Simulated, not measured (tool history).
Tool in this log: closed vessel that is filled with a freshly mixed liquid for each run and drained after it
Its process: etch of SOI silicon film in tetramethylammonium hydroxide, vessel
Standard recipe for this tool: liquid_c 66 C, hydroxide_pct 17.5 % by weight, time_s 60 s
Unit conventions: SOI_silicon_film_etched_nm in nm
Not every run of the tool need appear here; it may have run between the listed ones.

| run | hour | liquid_c | hydroxide_pct | time_s | wafers since the last listed run | hours since the thermometer was replaced | hours since the hydroxide flow meter was replaced | hours since the gauge calibration | read-back film thickness of the SOI silicon film reference wafer, read on the same gauge (nm) | SOI_silicon_film_etched_nm |
|---|---|---|---|---|---|---|---|---|---|---|
| 1 | 0 | 66 | 17.5 | 35 | 0 | 770.4 | 479.7 | 638.5 | 50.05 | 177.56 |
|  | 36.9 | thermometer replaced |
| 2 | 58.4 | 66 | 17.5 | 35 | 4789 | 21.5 | 538.1 | 696.9 | 50.02 | 174.52 |
| 3 | 99.8 | 66 | 17.5 | 60 | 3454 | 62.9 | 579.5 | 738.3 | 50.05 | 297.27 |
| 4 | 168 | 66 | 17.5 | 60 | 5690 | 131.1 | 647.7 | 806.5 | 50.02 | 297.86 |
| 5 | 197.7 | 66 | 17.5 | 60 | 2478 | 160.8 | 677.4 | 836.2 | 50.01 | 299.95 |
| 6 | 267.7 | 61 | 17.5 | 60 | 5840 | 230.8 | 747.4 | 906.2 | 49.96 | 219.31 |
| 7 | 337.1 | 61 | 17.5 | 60 | 5790 | 300.2 | 816.8 | 975.6 | 50.06 | 220.3 |
| 8 | 368.9 | 61 | 17.5 | 60 | 2653 | 332 | 848.6 | 1007.4 | 49.99 | 221.44 |
| 9 | 428.9 | 66 | 17.5 | 60 | 5006 | 392 | 908.6 | 1067.4 | 50.04 | 302.33 |
|  | 461.4 | hydroxide flow meter replaced |
| 10 | 495.9 | 66 | 17.5 | 60 | 5507 | 459 | 34.5 | 1134.4 | 50.01 | 300.72 |
| 11 | 537.9 | 66 | 17.5 | 60 | 3504 | 501 | 76.5 | 1176.4 | 49.96 | 303.61 |
| 12 | 568.2 | 66 | 17.5 | 60 | 2528 | 531.3 | 106.8 | 1206.7 | 50.01 | 300.83 |
| 13 | 607.4 | 66 | 16 | 60 | 3270 | 570.5 | 146 | 1245.9 | 49.98 | 313.13 |
| 14 | 658.6 | 66 | 21.5 | 60 | 4272 | 621.7 | 197.2 | 1297.1 | 50.01 | 275.86 |
| 15 | 722 | 66 | 14.5 | 60 | 5290 | 685.1 | 260.6 | 1360.5 | 50.06 | 328.67 |
| 16 | 773.9 | 66 | 14.5 | 60 | 4330 | 737 | 312.5 | 1412.4 | 50.04 | 325.52 |
| 17 | 817.7 | 66 | 20 | 60 | 3654 | 780.8 | 356.3 | 1456.2 | 50.02 | 286.8 |
| 18 | 855.9 | 61.5 | 17.5 | 60 | 3187 | 819 | 394.5 | 1494.4 | 49.96 | 231.17 |
| 19 | 880 | 73.5 | 14.5 | 30 | 2010 | 843.1 | 418.6 | 1518.5 | 49.98 | 254.67 |
| 20 | 923.3 | 66 | 17.5 | 60 | 3612 | 886.4 | 461.9 | 1561.8 | 49.99 | 304.75 |
| 21 | 985.9 | 70.5 | 21 | 95 | 5223 | 949 | 524.5 | 1624.4 | 49.98 | 582.47 |
|  | 1005.5 | thermometer replaced |
| 22 | 1044.6 | 66 | 22.5 | 30 | 4814 | 39.1 | 583.2 | 1683.1 | 50.02 | 131.56 |
| 23 | 1095.7 | 69.5 | 15.5 | 90 | 4263 | 90.2 | 634.3 | 1734.2 | 49.97 | 575.26 |
| 24 | 1141.6 | 66 | 17.5 | 60 | 3829 | 136.1 | 680.2 | 1780.1 | 49.99 | 298.57 |
|  | 1192.4 | gauge calibrated |
| 25 | 1192.5 | 59 | 19 | 30 | 4247 | 187 | 731.1 | 0.1 | 50 | 94.06 |
| 26 | 1240.5 | 66 | 17.5 | 60 | 4005 | 235 | 779.1 | 48.1 | 50.02 | 300.53 |
| 27 | 1269.5 | 68 | 22 | 30 | 2419 | 264 | 808.1 | 77.1 | 50.04 | 152.12 |
| 28 | 1329 | 66 | 17.5 | 40 | 4964 | 323.5 | 867.6 | 136.6 | 50.02 | 200.11 |
| 29 | 1395.7 | 60.5 | 17.5 | 80 | 5565 | 390.2 | 934.3 | 203.3 | 49.98 | 287.6 |
|  | 1397 | hydroxide flow meter replaced |
| 30 | 1428.1 | 60.5 | 19 | 60 | 2620 | 422.6 | 31.1 | 235.7 | 50.02 | 209.52 |
| 31 | 1463.8 | 68.5 | 16 | 75 | 2978 | 458.3 | 66.8 | 271.4 | 50.03 | 456.86 |
| 32 | 1530.4 | 66 | 20 | 60 | 5557 | 524.9 | 133.4 | 338 | 50.01 | 285.75 |
| 33 | 1595.7 | 61 | 17.5 | 60 | 5448 | 590.2 | 198.7 | 403.3 | 50.03 | 224.25 |

Here are 5 independent what-if runs from the current tool condition. What would each one return?
| A | 1596.4 | 66 | 17.5 | 80 | 58 | 590.9 | 199.4 | 404 | ? | ? |
| B | 1596.4 | 66 | 13 | 60 | 58 | 590.9 | 199.4 | 404 | ? | ? |
| C | 1596.4 | 64 | 13 | 60 | 58 | 590.9 | 199.4 | 404 | ? | ? |
| D | 1596.4 | 71.5 | 17.5 | 40 | 58 | 590.9 | 199.4 | 404 | ? | ? |
| E | 1596.4 | 73.5 | 21 | 60 | 58 | 590.9 | 199.4 | 404 | ? | ? |

| run | read-back film thickness of the SOI silicon film reference wafer, read on the same gauge (nm) | SOI_silicon_film_etched_nm |
|---|---|---|
| A | 50.03 | 402.25 |
| B | 50.03 | 342.45 |
| C | 50.03 | 303.52 |
| D | 50.03 | 278.26 |
| E | 50.03 | 432.03 |
What these runs would have given with no unlogged condition in the tool:
| run | SOI_silicon_film_etched_nm |
|---|---|
| A | 394.12 |
| B | 335.53 |
| C | 297.31 |
| D | 272.81 |
| E | 423.67 |
